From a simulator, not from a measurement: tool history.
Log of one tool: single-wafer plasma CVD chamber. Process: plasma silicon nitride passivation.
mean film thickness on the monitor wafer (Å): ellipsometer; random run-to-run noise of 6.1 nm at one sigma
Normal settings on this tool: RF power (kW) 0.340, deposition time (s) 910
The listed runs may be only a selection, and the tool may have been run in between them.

run     day  RF power (kW)  deposition time (s)  read-back reference wafer on the same gauge, thickness_nm  mean film thickness on the monitor wafer (Å)
  1   0.000          0.340                  910                                                   1260.421                                      12538.44
  2  11.012          0.340                  910                                                   1260.512                                      12437.53
  3  12.712          0.340                  910                                                   1260.748                                      12412.33
  4  14.450          0.340                 1025                                                   1260.027                                      13972.07
  5  17.425          0.340                 1025                                                   1259.312                                      14062.22
  6  19.558          0.370                  910                                                   1261.200                                      12849.23
  7  21.712          0.370                  910                                                   1260.349                                      12733.48
  8  26.008          0.340                  910                                                   1260.067                                      12337.82
  9  29.462          0.340                  910                                                   1261.547                                      12327.41
     30.317  -- showerhead replaced
 10  33.558          0.340                  910                                                   1259.370                                      12297.18
 11  35.121          0.370                  761                                                   1259.089                                      10648.60
 12  39.162          0.365                  981                                                   1258.609                                      13688.56

What will run 13 give?
 13  44.388          0.340                  910                                                          ?                                             ?

{"run 13": {"read-back reference wafer on the same gauge, thickness_nm": 1259.338, "mean film thickness on the monitor wafer (Å)": 12287.51}}
With the hidden condition absent and the run-to-run variation left alone, this run would have shown mean film thickness on the monitor wafer (Å) 12600.84.
